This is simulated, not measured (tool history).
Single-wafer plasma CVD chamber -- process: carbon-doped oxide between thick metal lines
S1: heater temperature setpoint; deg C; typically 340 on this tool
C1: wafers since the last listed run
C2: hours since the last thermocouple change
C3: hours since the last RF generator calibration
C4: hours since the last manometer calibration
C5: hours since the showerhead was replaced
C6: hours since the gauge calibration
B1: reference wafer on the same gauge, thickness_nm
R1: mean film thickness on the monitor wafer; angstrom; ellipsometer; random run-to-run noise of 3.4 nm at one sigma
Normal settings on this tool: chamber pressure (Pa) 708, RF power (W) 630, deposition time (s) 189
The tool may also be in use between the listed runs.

run 1 day=0 | S1=340 chamber_pressure_(Pa)=708 RF_power_(W)=630 deposition_time_(s)=189 | C1=0 C2=1791.1 C3=488.3 C4=2006.9 C5=3111.1 C6=481.9 | B1=1260.483 | R1=10371.43
run 2 day=3.354 | S1=340 chamber_pressure_(Pa)=708 RF_power_(W)=630 deposition_time_(s)=189 | C1=817 C2=1871.6 C3=568.8 C4=2087.4 C5=3191.6 C6=562.4 | B1=1260.523 | R1=10422.68
run 3 day=7.35 | S1=340 chamber_pressure_(Pa)=587 RF_power_(W)=630 deposition_time_(s)=189 | C1=973 C2=1967.5 C3=664.7 C4=2183.3 C5=3287.5 C6=658.3 | B1=1260.858 | R1=10180.61
run 4 day=11.212 | S1=334 chamber_pressure_(Pa)=708 RF_power_(W)=630 deposition_time_(s)=189 | C1=941 C2=2060.2 C3=757.4 C4=2276 C5=3380.2 C6=751 | B1=1260.225 | R1=10650.21
run 5 day=15.075 | S1=340 chamber_pressure_(Pa)=599 RF_power_(W)=630 deposition_time_(s)=189 | C1=941 C2=2152.9 C3=850.1 C4=2368.7 C5=3472.9 C6=843.7 | B1=1260.285 | R1=10250.23
-- day=16.725 thermocouple changed; heater temperature recalibrated
run 6 day=17.596 | S1=340 chamber_pressure_(Pa)=599 RF_power_(W)=630 deposition_time_(s)=189 | C1=532 C2=20.9 C3=910.6 C4=2429.2 C5=3533.4 C6=904.2 | B1=1259.541 | R1=10406.1
-- day=20.246 showerhead replaced, of another model than before
run 7 day=21.183 | S1=340 chamber_pressure_(Pa)=708 RF_power_(W)=630 deposition_time_(s)=189 | C1=792 C2=107 C3=996.7 C4=2515.3 C5=22.5 C6=990.3 | B1=1259.587 | R1=10578.91
-- day=23.621 capacitance manometer re-zeroed and calibrated
run 8 day=23.825 | S1=351 chamber_pressure_(Pa)=644 RF_power_(W)=630 deposition_time_(s)=189 | C1=562 C2=170.4 C3=1060.1 C4=4.9 C5=85.9 C6=1053.7 | B1=1260.312 | R1=10076.73

Estimate the outcome of run 9 from the log above:
-- day=24.412 gauge calibrated
run 9 day=26.912 | S1=349 chamber_pressure_(Pa)=708 RF_power_(W)=630 deposition_time_(s)=211 | C1=752 C2=244.5 C3=1134.2 C4=79 C5=160 C6=60 | B1=? | R1=?

B1: 1261.095
R1: 11468.11 angstrom
Take away the tool's hidden state, keep the run-to-run variation as it was, and the same run would have given R1 11528.38 angstrom.
